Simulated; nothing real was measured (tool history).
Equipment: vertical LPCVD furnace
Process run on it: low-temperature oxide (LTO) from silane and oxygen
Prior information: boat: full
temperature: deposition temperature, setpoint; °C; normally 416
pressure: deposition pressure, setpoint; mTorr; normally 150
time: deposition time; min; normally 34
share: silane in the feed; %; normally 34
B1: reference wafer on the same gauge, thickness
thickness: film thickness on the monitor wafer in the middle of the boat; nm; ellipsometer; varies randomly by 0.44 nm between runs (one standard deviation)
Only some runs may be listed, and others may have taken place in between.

run 1 hour=0 | temperature=416 pressure=165 time=34 share=34 | B1=185.03 | thickness=219.72
run 2 hour=35.4 | temperature=416 pressure=165 time=34 share=34 | B1=184.95 | thickness=219.69
run 3 hour=55.7 | temperature=416 pressure=150 time=34 share=34 | B1=184.93 | thickness=199.09
run 4 hour=74.1 | temperature=416 pressure=150 time=34 share=34 | B1=185.18 | thickness=198.65
run 5 hour=87.6 | temperature=416 pressure=150 time=34 share=34 | B1=185.05 | thickness=198.08
run 6 hour=116.7 | temperature=416 pressure=150 time=34 share=34 | B1=185.02 | thickness=198.62
run 7 hour=129.1 | temperature=416 pressure=150 time=34 share=34 | B1=185.08 | thickness=198.16
run 8 hour=141.9 | temperature=416 pressure=150 time=34 share=34 | B1=185.08 | thickness=197.68
-- hour=160.9 gauge calibrated
run 9 hour=177.3 | temperature=416 pressure=150 time=34 share=34 | B1=184.95 | thickness=197.51
run 10 hour=200.5 | temperature=416 pressure=150 time=34 share=34 | B1=184.81 | thickness=197.24
-- hour=235.7 pressure gauge zeroed
run 11 hour=236.2 | temperature=416 pressure=150 time=34 share=34 | B1=184.84 | thickness=206.21
run 12 hour=247.7 | temperature=411 pressure=175 time=47 share=39 | B1=184.99 | thickness=373.54
run 13 hour=283.5 | temperature=416 pressure=150 time=34 share=34 | B1=184.91 | thickness=205.99
-- hour=319.9 thermocouples replaced and temperature profile calibrated
run 14 hour=320.4 | temperature=416 pressure=180 time=41 share=34 | B1=185.02 | thickness=297.91
run 15 hour=324.2 | temperature=428 pressure=165 time=46.5 share=39 | B1=185.08 | thickness=415.7
run 16 hour=344.2 | temperature=416 pressure=150 time=30.5 share=34 | B1=184.85 | thickness=184.67
run 17 hour=448.1 | temperature=426 pressure=150 time=30.5 share=34 | B1=185.12 | thickness=205.75
run 18 hour=480.6 | temperature=409 pressure=150 time=23 share=39 | B1=185.25 | thickness=153.17
-- hour=529.2 silane flow controller replaced
run 19 hour=529.7 | temperature=410 pressure=140 time=34 share=34 | B1=184.98 | thickness=179.93
run 20 hour=546.4 | temperature=416 pressure=150 time=34 share=34 | B1=184.72 | thickness=205.32
run 21 hour=566.8 | temperature=416 pressure=150 time=34 share=34 | B1=185.1 | thickness=206.23
run 22 hour=594.6 | temperature=416 pressure=150 time=47 share=34 | B1=185.04 | thickness=284.63
run 23 hour=617.2 | temperature=426 pressure=150 time=34 share=34 | B1=185.22 | thickness=228.62
run 24 hour=650.9 | temperature=416 pressure=150 time=34 share=34 | B1=184.79 | thickness=205.37
run 25 hour=679.7 | temperature=420 pressure=130 time=42.5 share=37 | B1=184.86 | thickness=259.99
run 26 hour=697.5 | temperature=416 pressure=150 time=34 share=34 | B1=185.18 | thickness=205.52
run 27 hour=711.5 | temperature=427 pressure=140 time=34 share=34 | B1=184.99 | thickness=216.57
run 28 hour=742.5 | temperature=405 pressure=150 time=34 share=34 | B1=184.87 | thickness=182.63
run 29 hour=766.8 | temperature=426 pressure=150 time=34 share=32 | B1=185.07 | thickness=212.02
run 30 hour=780.7 | temperature=427 pressure=150 time=25 share=34 | B1=184.99 | thickness=169.21

Forecast each of these 5 alternatives for the next run:
run A hour=784.7 | temperature=416 pressure=120 time=34 share=34 | B1=? | thickness=?
run B hour=784.7 | temperature=421 pressure=175 time=24 share=28 | B1=? | thickness=?
run C hour=784.7 | temperature=407 pressure=185 time=39.5 share=29 | B1=? | thickness=?
run D hour=784.7 | temperature=406 pressure=150 time=34 share=34 | B1=? | thickness=?
run E hour=784.7 | temperature=428 pressure=180 time=28.5 share=40 | B1=? | thickness=?

run=A B1=184.88 thickness=164.8
run=B B1=184.88 thickness=136.91
run=C B1=184.88 thickness=213.71
run=D B1=184.88 thickness=184.46
run=E B1=184.88 thickness=285.91
Without the tool's unlogged condition, the same runs would have read:
run=A thickness=165.01
run=B thickness=137.03
run=C thickness=213.89
run=D thickness=184.64
run=E thickness=286.15
